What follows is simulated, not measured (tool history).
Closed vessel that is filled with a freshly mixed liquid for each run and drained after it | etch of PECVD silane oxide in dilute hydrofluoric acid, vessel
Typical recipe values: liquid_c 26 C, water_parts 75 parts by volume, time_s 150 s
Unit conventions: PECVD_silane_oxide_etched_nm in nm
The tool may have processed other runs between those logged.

run	hour	liquid_c	water_parts	time_s	read-back film thickness of the PECVD silane oxide reference wafer, read on the same gauge (nm)	PECVD_silane_oxide_etched_nm
1	0	26	75	150	100	38.03
2	35.6	26	75	150	100	37.65
3	81.9	26	75	150	100.02	37.73
4	119.8	26	75	150	100.01	37.25
5	144.5	26	75	150	99.99	37.99
6	176	26	75	150	100.04	37.62
# hour 183.2: hydrofluoric acid flow meter replaced
7	235	26	75	150	99.98	37.42
8	299.8	26	75	150	100.02	37.07
# hour 355.1: thermometer replaced
9	370	28	75	150	100	44.31
10	429.4	28	75	150	100	44.63
11	465.5	26	75	150	99.98	41
# hour 466.5: gauge calibrated
12	535.5	28	110	105	99.98	19.9
13	598.8	21.5	75	150	100.01	34.2
# hour 735.2: hydrofluoric acid flow meter replaced
14	767.3	26	75	230	100.02	62.12
15	791.7	26	75	185	99.99	50.41
16	816.6	26	75	150	100	40.07
17	886.1	23	110	235	100.01	36.89
18	944.9	29.5	90	150	100	37.2
# hour 1004: gauge calibrated
19	1010.8	26	65	150	99.99	46.15
20	1041.6	26	100	195	100.02	37.85

Subtracting, for every run, the result it would have given without the tool's unlogged condition from the measured result gives the following. The same run-to-run variation enters both numbers; the gauge's scatter may not:
Hidden state present: liquid colder than its thermometer reads (K); hydrofluoric acid flow above the setpoint (%); gauge reads high (%).
run	PECVD_silane_oxide_etched_nm
1	-3.56
2	-3.6
3	-3.72
4	-3.76
5	-3.91
6	-3.94
7	-4.05
8	-4.18
9	-0.03
10	-0.19
11	-0.26
12	-0.2
13	-0.5
14	-1.47
15	-1.26
16	-1.07
17	-1.11
18	-1.21
19	-1.76
20	-1.46

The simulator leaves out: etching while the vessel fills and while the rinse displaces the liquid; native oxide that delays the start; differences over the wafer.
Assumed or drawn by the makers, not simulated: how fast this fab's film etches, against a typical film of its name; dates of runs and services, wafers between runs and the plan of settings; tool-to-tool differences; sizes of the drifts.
